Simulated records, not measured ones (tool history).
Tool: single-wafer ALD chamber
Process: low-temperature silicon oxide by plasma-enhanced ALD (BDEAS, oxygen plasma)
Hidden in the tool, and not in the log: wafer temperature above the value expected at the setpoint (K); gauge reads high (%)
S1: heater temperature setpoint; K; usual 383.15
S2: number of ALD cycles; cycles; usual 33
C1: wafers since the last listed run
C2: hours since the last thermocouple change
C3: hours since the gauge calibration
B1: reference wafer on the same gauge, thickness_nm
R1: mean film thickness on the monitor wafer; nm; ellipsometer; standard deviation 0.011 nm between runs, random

Run 1, hour 0: usual settings but S1 371.15 K; C1 0; C2 966.9; C3 1942.6; B1 4. Result: R1 4.42 nm.
Run 2, hour 66.5: usual settings but S1 371.15 K; C1 453; C2 1033.4; C3 2009.1; B1 4.001. Result: R1 4.418 nm.
Run 3, hour 150.3: usual settings but S1 371.15 K; C1 571; C2 1117.2; C3 2092.9; B1 4.003. Result: R1 4.401 nm.
Run 4, hour 228.6: usual settings but S1 373.15 K, S2 36 cycles; C1 533; C2 1195.5; C3 2171.2; B1 4. Result: R1 4.785 nm.
Run 5, hour 294.2: usual settings but S1 373.15 K, S2 36 cycles; C1 447; C2 1261.1; C3 2236.8; B1 4.001. Result: R1 4.792 nm.
Run 6, hour 354.1: usual settings but S1 373.15 K, S2 36 cycles; C1 408; C2 1321; C3 2296.7; B1 4.002. Result: R1 4.799 nm.
Run 7, hour 435.4: usual settings; C1 554; C2 1402.3; C3 2378; B1 3.999. Result: R1 4.283 nm.
Run 8, hour 522: usual settings but S2 31 cycles; C1 590; C2 1488.9; C3 2464.6; B1 4.001. Result: R1 4.011 nm.
Run 9, hour 593.9: usual settings but S1 387.15 K, S2 29 cycles; C1 490; C2 1560.8; C3 2536.5; B1 4.001. Result: R1 3.746 nm.
Run 10, hour 665.7: usual settings but S1 387.15 K, S2 29 cycles; C1 489; C2 1632.6; C3 2608.3; B1 4. Result: R1 3.727 nm.
Run 11, hour 742: usual settings but S1 387.15 K, S2 29 cycles; C1 520; C2 1708.9; C3 2684.6; B1 3.999. Result: R1 3.736 nm.
Run 12, hour 825.8: usual settings; C1 571; C2 1792.7; C3 2768.4; B1 4. Result: R1 4.268 nm.
Run 13, hour 881.5: usual settings; C1 379; C2 1848.4; C3 2824.1; B1 4. Result: R1 4.296 nm.
Run 14, hour 942.8: usual settings but S2 36 cycles; C1 417; C2 1909.7; C3 2885.4; B1 4.002. Result: R1 4.692 nm.
Run 15, hour 982.6: usual settings; C1 271; C2 1949.5; C3 2925.2; B1 3.999. Result: R1 4.296 nm.
Run 16, hour 1045.4: usual settings; C1 428; C2 2012.3; C3 2988; B1 3.999. Result: R1 4.292 nm.
At hour 1063.5: gauge calibrated.
Run 17, hour 1113.6: usual settings but S1 373.15 K; C1 465; C2 2080.5; C3 50.1; B1 4.001. Result: R1 4.442 nm.
Run 18, hour 1193.7: usual settings but S1 373.15 K; C1 546; C2 2160.6; C3 130.2; B1 4. Result: R1 4.446 nm.
Run 19, hour 1290.8: usual settings but S1 373.15 K; C1 662; C2 2257.7; C3 227.3; B1 4.001. Result: R1 4.437 nm.
Run 20, hour 1367.5: usual settings but S2 38 cycles; C1 523; C2 2334.4; C3 304; B1 4. Result: R1 4.964 nm.
Run 21, hour 1463.7: usual settings but S2 38 cycles; C1 655; C2 2430.6; C3 400.2; B1 4.001. Result: R1 4.978 nm.
Run 22, hour 1499.9: usual settings; C1 246; C2 2466.8; C3 436.4; B1 4. Result: R1 4.312 nm.
Run 23, hour 1538.4: usual settings but S1 387.15 K, S2 29 cycles; C1 262; C2 2505.3; C3 474.9; B1 4.001. Result: R1 3.752 nm.
Run 24, hour 1603.5: usual settings but S2 27 cycles; C1 443; C2 2570.4; C3 540; B1 4.001. Result: R1 3.554 nm.
Run 25, hour 1687.1: usual settings but S1 398.15 K; C1 570; C2 2654; C3 623.6; B1 4. Result: R1 4.203 nm.
Run 26, hour 1768.9: usual settings but S1 372.15 K, S2 40 cycles; C1 557; C2 2735.8; C3 705.4; B1 4. Result: R1 5.467 nm.
At hour 1798.9: thermocouple changed; heater temperature recalibrated.
Run 27, hour 1875.9: usual settings but S1 396.15 K, S2 37 cycles; C1 675; C2 77; C3 812.4; B1 4.001. Result: R1 4.674 nm.
Run 28, hour 1922.9: usual settings but S2 39 cycles; C1 320; C2 124; C3 859.4; B1 3.999. Result: R1 5.065 nm.
Run 29, hour 1960: usual settings but S1 393.15 K, S2 37 cycles; C1 252; C2 161.1; C3 896.5; B1 4.001. Result: R1 4.684 nm.
Run 30, hour 2058.6: usual settings; C1 672; C2 259.7; C3 995.1; B1 3.998. Result: R1 4.272 nm.
Run 31, hour 2160.7: usual settings; C1 696; C2 361.8; C3 1097.2; B1 3.999. Result: R1 4.271 nm.
Run 32, hour 2264.7: usual settings but S1 397.15 K, S2 30 cycles; C1 709; C2 465.8; C3 1201.2; B1 3.999. Result: R1 3.762 nm.
Run 33, hour 2337.8: usual settings; C1 498; C2 538.9; C3 1274.3; B1 4. Result: R1 4.273 nm.
Run 34, hour 2381.5: usual settings but S1 371.15 K, S2 29 cycles; C1 297; C2 582.6; C3 1318; B1 3.999. Result: R1 3.897 nm.
Run 35, hour 2430.9: usual settings but S1 395.15 K; C1 336; C2 632; C3 1367.4; B1 4. Result: R1 4.168 nm.
Run 36, hour 2485.5: usual settings but S1 375.15 K, S2 29 cycles; C1 372; C2 686.6; C3 1422; B1 4. Result: R1 3.838 nm.
Run 37, hour 2555.3: usual settings but S1 379.15 K, S2 39 cycles; C1 475; C2 756.4; C3 1491.8; B1 4. Result: R1 5.076 nm.
Run 38, hour 2596.8: usual settings but S1 370.15 K; C1 282; C2 797.9; C3 1533.3; B1 3.999. Result: R1 4.449 nm.
Run 39, hour 2690.9: usual settings; C1 641; C2 892; C3 1627.4; B1 3.999. Result: R1 4.283 nm.
Run 40, hour 2742.1: usual settings but S1 371.15 K; C1 349; C2 943.2; C3 1678.6; B1 3.999. Result: R1 4.435 nm.
Run 41, hour 2796.3: usual settings; C1 369; C2 997.4; C3 1732.8; B1 3.999. Result: R1 4.285 nm.
Run 42, hour 2877.1: usual settings but S1 388.15 K, S2 30 cycles; C1 550; C2 1078.2; C3 1813.6; B1 4.001. Result: R1 3.851 nm.
Run 43, hour 2950.8: usual settings but S1 379.15 K; C1 502; C2 1151.9; C3 1887.3; B1 4. Result: R1 4.342 nm.

The same runs without the tool's hidden state, with the same run-to-run variation:
run     R1
  1  4.404
  2    4.4
  3  4.381
  4  4.759
  5  4.763
  6  4.767
  7  4.267
  8  3.993
  9  3.728
 10  3.707
 11  3.714
 12  4.241
 13  4.268
 14  4.659
 15  4.264
 16  4.259
 17   4.37
 18  4.368
 19  4.352
 20  4.912
 21  4.921
 22  4.261
 23  3.707
 24  3.509
 25  4.144
 26  5.316
 27  4.662
 28  5.051
 29  4.671
 30  4.261
 31  4.258
 32   3.75
 33  4.259
 34  3.872
 35  4.154
 36  3.817
 37  5.057
 38  4.416
 39  4.266
 40  4.397
 41  4.266
 42  3.832
 43   4.32
